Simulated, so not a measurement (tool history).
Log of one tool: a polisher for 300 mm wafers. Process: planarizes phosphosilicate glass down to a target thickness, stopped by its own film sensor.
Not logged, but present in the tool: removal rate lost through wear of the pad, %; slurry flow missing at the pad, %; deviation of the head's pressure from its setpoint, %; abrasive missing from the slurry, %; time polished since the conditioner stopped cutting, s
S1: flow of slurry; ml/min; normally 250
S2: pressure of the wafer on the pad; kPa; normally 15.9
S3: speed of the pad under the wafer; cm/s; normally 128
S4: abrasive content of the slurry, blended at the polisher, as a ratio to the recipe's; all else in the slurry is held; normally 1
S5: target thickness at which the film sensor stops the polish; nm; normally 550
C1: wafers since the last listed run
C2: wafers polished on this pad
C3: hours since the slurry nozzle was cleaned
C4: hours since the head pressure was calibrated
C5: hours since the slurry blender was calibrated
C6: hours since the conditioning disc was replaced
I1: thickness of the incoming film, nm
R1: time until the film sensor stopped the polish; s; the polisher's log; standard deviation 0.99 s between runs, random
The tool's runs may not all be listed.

{"run": 1, "hour": 0.0, "S1": 315, "S2": 15.9, "S3": 116, "S4": 1, "S5": 550, "C1": 0, "C2": 170, "C3": 321.5, "C4": 1137.3, "C5": 146.8, "C6": 311.1, "I1": 1253.1, "R1": 76}
{"hour": 9.0, "done": "conditioning disc replaced and pad reconditioned"}
{"run": 2, "hour": 19.1, "S1": 250, "S2": 11.7, "S3": 128, "S4": 1, "S5": 632, "C1": 181, "C2": 351, "C3": 340.6, "C4": 1156.4, "C5": 165.9, "C6": 10.1, "I1": 1282.9, "R1": 88.2}
{"run": 3, "hour": 41.8, "S1": 285, "S2": 15.9, "S3": 94, "S4": 1, "S5": 310, "C1": 240, "C2": 592, "C3": 363.3, "C4": 1179.1, "C5": 188.6, "C6": 32.8, "I1": 1288.7, "R1": 129}
{"run": 4, "hour": 54.4, "S1": 310, "S2": 13.1, "S3": 128, "S4": 0.75, "S5": 703, "C1": 133, "C2": 725, "C3": 375.9, "C4": 1191.7, "C5": 201.2, "C6": 45.4, "I1": 1290.3, "R1": 84.2}
{"hour": 63.2, "done": "slurry nozzle cleaned"}
{"run": 5, "hour": 80.7, "S1": 250, "S2": 15.9, "S3": 108, "S4": 1, "S5": 550, "C1": 268, "C2": 994, "C3": 17.5, "C4": 1218, "C5": 227.5, "C6": 71.7, "I1": 1257.9, "R1": 82.5}
{"run": 6, "hour": 94.0, "S1": 210, "S2": 13.1, "S3": 110, "S4": 0.7, "S5": 550, "C1": 140, "C2": 1135, "C3": 30.8, "C4": 1231.3, "C5": 240.8, "C6": 85, "I1": 1257.9, "R1": 121.9}
{"run": 7, "hour": 117.4, "S1": 205, "S2": 11.7, "S3": 128, "S4": 1.15, "S5": 550, "C1": 248, "C2": 1383, "C3": 54.2, "C4": 1254.7, "C5": 264.2, "C6": 108.4, "I1": 1282.3, "R1": 93.4}
{"hour": 124.3, "done": "slurry blender recalibrated"}
{"run": 8, "hour": 144.2, "S1": 250, "S2": 15.9, "S3": 128, "S4": 1.3, "S5": 550, "C1": 262, "C2": 1645, "C3": 81, "C4": 1281.5, "C5": 19.9, "C6": 135.2, "I1": 1261.8, "R1": 64.4}
{"hour": 163.8, "done": "head pressure recalibrated"}
{"run": 9, "hour": 229.3, "S1": 250, "S2": 17.9, "S3": 128, "S4": 1, "S5": 550, "C1": 880, "C2": 2526, "C3": 166.1, "C4": 65.5, "C5": 105, "C6": 220.3, "I1": 1285, "R1": 66.8}
{"hour": 254.7, "done": "worn pad replaced by a new one"}
{"run": 10, "hour": 270.1, "S1": 335, "S2": 15.9, "S3": 116, "S4": 1.15, "S5": 302, "C1": 390, "C2": 163, "C3": 206.9, "C4": 106.3, "C5": 145.8, "C6": 261.1, "I1": 1292.7, "R1": 98.5}
{"run": 11, "hour": 291.0, "S1": 185, "S2": 15.9, "S3": 128, "S4": 1, "S5": 550, "C1": 221, "C2": 384, "C3": 227.8, "C4": 127.2, "C5": 166.7, "C6": 282, "I1": 1269.2, "R1": 75.7}
{"run": 12, "hour": 324.0, "S1": 250, "S2": 21.4, "S3": 94, "S4": 1, "S5": 550, "C1": 349, "C2": 734, "C3": 260.8, "C4": 160.2, "C5": 199.7, "C6": 315, "I1": 1253, "R1": 66.8}
{"hour": 326.8, "done": "conditioning disc replaced and pad reconditioned"}
{"run": 13, "hour": 340.3, "S1": 280, "S2": 15.9, "S3": 128, "S4": 1.25, "S5": 550, "C1": 151, "C2": 886, "C3": 277.1, "C4": 176.5, "C5": 216, "C6": 13.5, "I1": 1270.5, "R1": 66.5}
{"run": 14, "hour": 358.7, "S1": 250, "S2": 17.9, "S3": 128, "S4": 1, "S5": 550, "C1": 195, "C2": 1081, "C3": 295.5, "C4": 194.9, "C5": 234.4, "C6": 31.9, "I1": 1270.8, "R1": 64.9}

Run 15, settings as shown, results not yet in. Your forecast:
{"run": 15, "hour": 372.1, "S1": 285, "S2": 15.9, "S3": 110, "S4": 1, "S5": 550, "C1": 142, "C2": 1223, "C3": 308.9, "C4": 208.3, "C5": 247.8, "C6": 45.3, "I1": 1277.6, "R1": "?"}

R1: 82.5 s
On a tool with no hidden condition, and with the same random variation, this run would have come out at R1 82.5 s.
